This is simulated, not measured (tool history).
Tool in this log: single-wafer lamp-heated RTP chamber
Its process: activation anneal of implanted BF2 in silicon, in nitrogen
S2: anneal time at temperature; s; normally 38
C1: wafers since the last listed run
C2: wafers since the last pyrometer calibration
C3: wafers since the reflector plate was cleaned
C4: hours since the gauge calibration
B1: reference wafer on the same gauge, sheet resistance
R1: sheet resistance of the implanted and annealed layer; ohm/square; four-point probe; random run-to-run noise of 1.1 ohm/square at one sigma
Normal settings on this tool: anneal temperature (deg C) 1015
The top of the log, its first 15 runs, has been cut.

-- hour=184.7 pyrometer window cleaned and pyrometer calibrated
run 16 hour=185.2 | anneal_temperature_(deg_C)=1015 S2=38 | C1=240 C2=9 C3=2989 C4=399.2 | B1=769.98 | R1=735.65
run 17 hour=194.4 | anneal_temperature_(deg_C)=1015 S2=38 | C1=171 C2=180 C3=3161 C4=408.4 | B1=770.3 | R1=734.66
run 18 hour=201.3 | anneal_temperature_(deg_C)=1044 S2=51 | C1=128 C2=309 C3=3289 C4=415.3 | B1=770.6 | R1=718.26
run 19 hour=217.2 | anneal_temperature_(deg_C)=1037 S2=50 | C1=296 C2=605 C3=3585 C4=431.2 | B1=771.69 | R1=722.64
run 20 hour=229.8 | anneal_temperature_(deg_C)=1032 S2=54 | C1=234 C2=839 C3=3820 C4=443.8 | B1=772.34 | R1=724.49
run 21 hour=240.3 | anneal_temperature_(deg_C)=992 S2=52 | C1=195 C2=1035 C3=4016 C4=454.3 | B1=772.86 | R1=738.99
-- hour=261.4 reflector plate cleaned
run 22 hour=269.3 | anneal_temperature_(deg_C)=1034 S2=17 | C1=391 C2=1426 C3=147 C4=483.3 | B1=774.26 | R1=743.52
-- hour=279.5 gauge calibrated
run 23 hour=282.4 | anneal_temperature_(deg_C)=1015 S2=52 | C1=243 C2=1670 C3=391 C4=2.9 | B1=759.72 | R1=719.88
run 24 hour=289.9 | anneal_temperature_(deg_C)=1043 S2=30 | C1=139 C2=1810 C3=530 C4=10.4 | B1=760.2 | R1=720.03
run 25 hour=302.8 | anneal_temperature_(deg_C)=1030 S2=38 | C1=240 C2=2050 C3=771 C4=23.3 | B1=759.93 | R1=720.99
run 26 hour=319.4 | anneal_temperature_(deg_C)=1041 S2=45 | C1=309 C2=2359 C3=1080 C4=39.9 | B1=760.46 | R1=710.54
run 27 hour=348.6 | anneal_temperature_(deg_C)=1015 S2=38 | C1=543 C2=2903 C3=1624 C4=69.1 | B1=760.73 | R1=724.66
run 28 hour=358.9 | anneal_temperature_(deg_C)=989 S2=59 | C1=191 C2=3095 C3=1815 C4=79.4 | B1=760.71 | R1=728.17
run 29 hour=374.4 | anneal_temperature_(deg_C)=1015 S2=38 | C1=288 C2=3383 C3=2104 C4=94.9 | B1=760.77 | R1=726.21
run 30 hour=388.1 | anneal_temperature_(deg_C)=1006 S2=38 | C1=255 C2=3638 C3=2359 C4=108.6 | B1=760.91 | R1=727.15
run 31 hour=397.5 | anneal_temperature_(deg_C)=990 S2=48 | C1=175 C2=3813 C3=2534 C4=118 | B1=760.88 | R1=728.45
run 32 hour=412.6 | anneal_temperature_(deg_C)=1015 S2=38 | C1=281 C2=4095 C3=2815 C4=133.1 | B1=761.46 | R1=726.74
run 33 hour=423.4 | anneal_temperature_(deg_C)=1015 S2=38 | C1=201 C2=4296 C3=3016 C4=143.9 | B1=760.83 | R1=727.09
-- hour=433 pyrometer window cleaned and pyrometer calibrated
run 34 hour=436.1 | anneal_temperature_(deg_C)=1033 S2=17 | C1=87 C2=57 C3=3104 C4=156.6 | B1=761.2 | R1=732.94

4 ways to go on from here, each from the tool as it stands after run 34. What would each give?
run A hour=436.5 | anneal_temperature_(deg_C)=1015 S2=24 | C1=7 C2=65 C3=3111 C4=157 | B1=? | R1=?
run B hour=436.5 | anneal_temperature_(deg_C)=1026 S2=20 | C1=7 C2=65 C3=3111 C4=157 | B1=? | R1=?
run C hour=436.5 | anneal_temperature_(deg_C)=1003 S2=38 | C1=7 C2=65 C3=3111 C4=157 | B1=? | R1=?
run D hour=436.5 | anneal_temperature_(deg_C)=1005 S2=38 | C1=7 C2=65 C3=3111 C4=157 | B1=? | R1=?

run=A B1=762.07 R1=732.35
run=B B1=762.07 R1=732.58
run=C B1=762.07 R1=729.29
run=D B1=762.07 R1=728.77
Without the tool's unlogged condition, the same runs would have read:
run=A R1=730.86
run=B R1=731.09
run=C R1=727.81
run=D R1=727.29
